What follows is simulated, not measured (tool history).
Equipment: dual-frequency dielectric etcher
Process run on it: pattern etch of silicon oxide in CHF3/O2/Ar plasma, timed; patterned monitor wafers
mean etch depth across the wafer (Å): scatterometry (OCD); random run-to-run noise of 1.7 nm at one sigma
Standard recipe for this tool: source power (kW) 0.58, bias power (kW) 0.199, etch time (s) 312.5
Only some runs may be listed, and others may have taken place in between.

| run | hour | source power (kW) | bias power (kW) | etch time (s) | read-back reference wafer on the same gauge, depth_nm | mean etch depth across the wafer (Å) |
|---|---|---|---|---|---|---|
| 1 | 0 | 0.58 | 0.199 | 312.5 | 740 | 6506 |
| 2 | 11.9 | 0.58 | 0.199 | 312.5 | 740.3 | 6505 |
| 3 | 23 | 0.58 | 0.199 | 312.5 | 739.8 | 6446 |
| 4 | 31.7 | 0.58 | 0.199 | 312.5 | 740.3 | 6501 |
|  | 43.8 | source power generator calibrated |
| 5 | 48.1 | 0.58 | 0.199 | 312.5 | 740.2 | 6515 |
|  | 51.8 | gauge calibrated |
| 6 | 55.5 | 0.58 | 0.199 | 340.5 | 740.1 | 7073 |
| 7 | 61.7 | 0.58 | 0.199 | 312.5 | 740 | 6488 |
|  | 92.9 | wet clean of the chamber |
| 8 | 93.4 | 0.58 | 0.199 | 312.5 | 740 | 6517 |
| 9 | 93.8 | 0.58 | 0.199 | 312.5 | 739.7 | 6456 |
| 10 | 101.1 | 0.58 | 0.246 | 312.5 | 739.7 | 6820 |
| 11 | 112.6 | 0.58 | 0.199 | 237 | 739.7 | 4910 |
|  | 144.5 | upper electrode replaced |
| 12 | 145 | 0.67 | 0.182 | 365 | 739.6 | 7900 |
| 13 | 145.4 | 0.58 | 0.22 | 312.5 | 740.4 | 6656 |
| 14 | 156.2 | 0.45 | 0.199 | 226 | 740.1 | 4207 |
| 15 | 162.7 | 0.71 | 0.225 | 237 | 740.3 | 5514 |
| 16 | 174.7 | 0.58 | 0.181 | 312.5 | 740 | 6374 |
| 17 | 192.3 | 0.45 | 0.231 | 231 | 739.7 | 4454 |
| 18 | 206.4 | 0.62 | 0.199 | 385.5 | 740.6 | 8257 |
| 19 | 215.2 | 0.53 | 0.169 | 312.5 | 739.9 | 6030 |
| 20 | 223.2 | 0.71 | 0.225 | 237 | 739.6 | 5509 |

Forecast run 21:
| 21 | 240.9 | 0.47 | 0.154 | 236.5 | ? | ? |

{"run 21": {"read-back reference wafer on the same gauge, depth_nm": 740.3, "mean etch depth across the wafer (Å)": 4232}}
Had the tool carried no hidden state, the very same run would have given mean etch depth across the wafer (Å) 4232.
